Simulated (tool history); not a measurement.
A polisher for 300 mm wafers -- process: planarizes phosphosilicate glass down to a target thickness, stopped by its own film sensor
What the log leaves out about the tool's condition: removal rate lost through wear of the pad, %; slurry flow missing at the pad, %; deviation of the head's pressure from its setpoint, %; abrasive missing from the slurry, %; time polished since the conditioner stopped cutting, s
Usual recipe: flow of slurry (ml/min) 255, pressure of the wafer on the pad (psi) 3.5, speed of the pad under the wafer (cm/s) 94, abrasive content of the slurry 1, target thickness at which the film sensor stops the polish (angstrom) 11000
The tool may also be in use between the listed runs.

| run | day | flow of slurry (ml/min) | pressure of the wafer on the pad (psi) | speed of the pad under the wafer (cm/s) | abrasive content of the slurry | target thickness at which the film sensor stops the polish (angstrom) | wafers since the last listed run | wafers polished on this pad | hours since the slurry nozzle was cleaned | hours since the head pressure was calibrated | hours since the slurry blender was calibrated | hours since the conditioning disc was replaced | incoming thickness of the incoming film, nm | time until the film sensor stopped the polish (s) |
|---|---|---|---|---|---|---|---|---|---|---|---|---|---|---|
| 1 | 0 | 255 | 3.5 | 94 | 1 | 11000 | 0 | 602 | 69.5 | 732.3 | 108.7 | 94 | 1714.4 | 78.6 |
| 2 | 0.971 | 255 | 3.5 | 94 | 1 | 11000 | 151 | 753 | 92.8 | 755.6 | 132 | 117.3 | 1690.8 | 81.4 |
| 3 | 2.325 | 255 | 3.5 | 94 | 1 | 11000 | 210 | 964 | 125.3 | 788.1 | 164.5 | 149.8 | 1708.3 | 84.7 |
| 4 | 3.062 | 255 | 3.5 | 94 | 1 | 11000 | 114 | 1078 | 143 | 805.8 | 182.2 | 167.5 | 1695.6 | 83.5 |
|  | 4.062 | worn pad replaced by a new one |
|  | 6.758 | conditioning disc replaced and pad reconditioned |
| 5 | 6.929 | 255 | 3.5 | 94 | 1 | 11000 | 562 | 433 | 235.8 | 898.6 | 275 | 4.1 | 1688.8 | 91 |
| 6 | 7.646 | 255 | 3.5 | 94 | 1 | 11000 | 111 | 544 | 253 | 915.8 | 292.2 | 21.3 | 1693.2 | 92.5 |
| 7 | 8.625 | 255 | 3.5 | 94 | 1 | 11000 | 152 | 696 | 276.5 | 939.3 | 315.7 | 44.8 | 1671.7 | 87.4 |
| 8 | 9.246 | 255 | 3.5 | 94 | 1 | 11000 | 96 | 793 | 291.4 | 954.2 | 330.6 | 59.7 | 1695.8 | 94.5 |
| 9 | 9.946 | 255 | 3.5 | 94 | 1 | 11000 | 108 | 902 | 308.2 | 971 | 347.4 | 76.5 | 1694.1 | 95.4 |
| 10 | 10.7 | 255 | 3.5 | 94 | 1 | 11000 | 117 | 1019 | 326.3 | 989.1 | 365.5 | 94.6 | 1699 | 98.3 |
| 11 | 11.462 | 255 | 3.5 | 94 | 0.85 | 9470 | 118 | 1138 | 344.6 | 1007.4 | 383.8 | 112.9 | 1677.3 | 136.1 |
| 12 | 12.154 | 255 | 3.5 | 94 | 1 | 11000 | 107 | 1245 | 361.2 | 1024 | 400.4 | 129.5 | 1724 | 104.3 |
|  | 12.675 | slurry blender recalibrated |
|  | 13.388 | worn pad replaced by a new one |
| 13 | 13.408 | 165 | 3.5 | 74 | 1 | 11000 | 156 | 3 | 391.3 | 1054.1 | 17.6 | 159.6 | 1680.1 | 88.3 |
| 14 | 13.879 | 340 | 3.5 | 94 | 0.8 | 11000 | 73 | 76 | 402.6 | 1065.4 | 28.9 | 170.9 | 1679.6 | 85.5 |
| 15 | 14.429 | 255 | 3.5 | 94 | 0.85 | 11000 | 85 | 161 | 415.8 | 1078.6 | 42.1 | 184.1 | 1655 | 81.5 |
|  | 14.758 | slurry nozzle cleaned |
|  | 15.271 | conditioning disc replaced and pad reconditioned |
| 16 | 15.467 | 255 | 3.5 | 86 | 1.25 | 10160 | 141 | 303 | 17 | 1103.5 | 67 | 4.7 | 1692.6 | 83.1 |
|  | 15.825 | head pressure recalibrated |
| 17 | 16.104 | 215 | 3.5 | 78 | 0.9 | 11540 | 86 | 389 | 32.3 | 6.7 | 82.3 | 20 | 1713.6 | 90.1 |
| 18 | 17.296 | 255 | 3.8 | 94 | 1.2 | 9620 | 185 | 575 | 60.9 | 35.3 | 110.9 | 48.6 | 1704.9 | 84.2 |
| 19 | 18.492 | 255 | 3.5 | 94 | 0.85 | 11000 | 186 | 761 | 89.6 | 64 | 139.6 | 77.3 | 1711.7 | 93.2 |
|  | 22.117 | worn pad replaced by a new one |
| 20 | 22.912 | 330 | 3.1 | 94 | 1 | 8990 | 661 | 123 | 195.7 | 170.1 | 245.7 | 183.4 | 1702.7 | 128.1 |

Each row is a separate what-if for the run after 20, all from the same tool condition, not one after another. Results?
| A | 22.933 | 255 | 3.5 | 118 | 1 | 11000 | 3 | 127 | 196.2 | 170.6 | 246.2 | 183.9 | 1676 | ? |
| B | 22.933 | 255 | 4.6 | 106 | 1 | 11000 | 3 | 127 | 196.2 | 170.6 | 246.2 | 183.9 | 1676 | ? |
| C | 22.933 | 175 | 3.5 | 114 | 1.25 | 9300 | 3 | 127 | 196.2 | 170.6 | 246.2 | 183.9 | 1676 | ? |
| D | 22.933 | 220 | 3.5 | 94 | 0.7 | 12720 | 3 | 127 | 196.2 | 170.6 | 246.2 | 183.9 | 1676 | ? |

| run | time until the film sensor stopped the polish (s) |
|---|---|
| A | 72.5 |
| B | 60.3 |
| C | 86.3 |
| D | 78.4 |
Without the tool's hidden state the same runs would have given:
| run | time until the film sensor stopped the polish (s) |
|---|---|
| A | 60.6 |
| B | 50.4 |
| C | 73.9 |
| D | 63 |
